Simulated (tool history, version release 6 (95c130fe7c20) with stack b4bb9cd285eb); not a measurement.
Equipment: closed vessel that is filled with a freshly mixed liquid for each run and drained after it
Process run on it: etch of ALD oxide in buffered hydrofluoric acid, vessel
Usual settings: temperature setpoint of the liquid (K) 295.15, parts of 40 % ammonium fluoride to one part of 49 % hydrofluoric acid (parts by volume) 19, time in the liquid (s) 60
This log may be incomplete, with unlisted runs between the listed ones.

run	day	temperature setpoint of the liquid (K)	parts of 40 % ammonium fluoride to one part of 49 % hydrofluoric acid (parts by volume)	time in the liquid (s)	wafers since the last listed run	hours since the thermometer was replaced	hours since the hydrofluoric acid flow meter was replaced	hours since the gauge calibration	read-back film thickness of the ALD oxide reference wafer, read on the same gauge (nm)	thickness taken off the ALD oxide on a monitor wafer (Å)
1	0	295.15	19	60	0	736.3	457.2	1658	78.17	581.5
2	2.858	295.15	19	60	7529	804.9	525.8	1726.6	78.04	571.1
3	6.304	295.15	19	60	9076	887.6	608.5	1809.3	77.94	583.1
4	10.504	295.15	19	60	11063	988.4	709.3	1910.1	77.8	575.3
# day 10.658: thermometer replaced
# day 14.042: hydrofluoric acid flow meter replaced
5	19.383	295.15	19	60	23169	209.4	128.2	2123.2	77.47	569.7
6	23.808	295.15	19	60	11655	315.6	234.4	2229.4	77.3	569.4
7	32.342	295.15	19	60	22477	520.4	439.2	2434.2	77	563.2
8	36.046	295.15	19	60	9757	609.3	528.1	2523.1	76.83	568.9
9	39.092	295.15	19	60	8023	682.4	601.2	2596.2	76.77	559.4
10	42.033	295.15	22	60	7748	753	671.8	2666.8	76.63	509.6
11	45.204	296.65	19	60	8352	829.1	747.9	2742.9	76.51	612.9
# day 48.738: hydrofluoric acid flow meter replaced
12	49.438	296.65	19	60	11041	930.7	16.8	2844.5	76.38	607.8
# day 51.929: thermometer replaced
13	53.117	296.65	19	60	9581	28.5	105.1	2932.8	76.22	616.4
14	56.262	293.15	12.5	60	8286	104	180.6	3008.3	76.11	756.5
15	58.371	295.15	26	70	5553	154.6	231.2	3058.9	76.03	518.7
16	62.275	296.65	19	70	10284	248.3	324.9	3152.6	75.9	711.8
17	66.588	296.65	19	70	11359	351.8	428.4	3256.1	75.74	709.6
18	69.642	295.15	19	60	8045	425.1	501.7	3329.4	75.62	560
19	72.904	290.15	16	60	8593	503.4	580	3407.7	75.49	501.5
20	74.458	298.65	15.5	60	4093	540.7	617.3	3445	75.45	834.4
# day 75.171: gauge calibrated
21	76.192	295.15	19	45	4565	582.3	658.9	24.5	80.38	448.5
22	80.092	295.15	12.5	75	10273	675.9	752.5	118.1	80.21	1125.3
# day 80.538: hydrofluoric acid flow meter replaced
# day 88.667: thermometer replaced
23	93.092	298.65	19	60	34024	106.2	301.3	430.1	79.75	709.7
24	95.908	295.15	19	60	7419	173.8	368.9	497.7	79.66	593.9
25	97.679	295.15	12.5	60	4664	216.3	411.4	540.2	79.61	887.5
26	99.496	293.65	19	45	4785	259.9	455	583.8	79.53	407.1
27	103.554	299.65	19	90	10690	357.3	552.4	681.2	79.36	1123.6
28	106.654	296.65	12	35	8165	431.7	626.8	755.6	79.28	582.9
# day 107.829: hydrofluoric acid flow meter replaced
29	108.425	295.15	19	60	4554	474.2	14.3	798.1	79.18	585
30	118.821	295.15	19	60	27383	723.7	263.8	1047.6	78.81	583.5
31	120.483	293.15	19	70	4379	763.6	303.7	1087.5	78.77	605.4
32	122.133	295.15	23.5	50	4346	803.2	343.3	1127.1	78.69	412.2
33	125.279	299.65	19	60	8286	878.7	418.8	1202.6	78.59	745.4

Consider 5 possible next runs. They are alternatives, not a sequence: every one starts from the tool as it was left by run 33. What does each give?
A	125.308	295.15	19	60	76	879.4	419.5	1203.3	?	?
B	125.308	295.15	25.5	50	76	879.4	419.5	1203.3	?	?
C	125.308	293.15	19	60	76	879.4	419.5	1203.3	?	?
D	125.308	295.15	25.5	60	76	879.4	419.5	1203.3	?	?
E	125.308	295.15	23.5	60	76	879.4	419.5	1203.3	?	?

run	read-back film thickness of the ALD oxide reference wafer, read on the same gauge (nm)	thickness taken off the ALD oxide on a monitor wafer (Å)
A	78.59	574.4
B	78.59	384.9
C	78.59	513.8
D	78.59	461.9
E	78.59	488.6
Without the tool's unlogged condition, the same runs would have read:
run	thickness taken off the ALD oxide on a monitor wafer (Å)
A	584.8
B	391.8
C	523.1
D	470.2
E	497.5
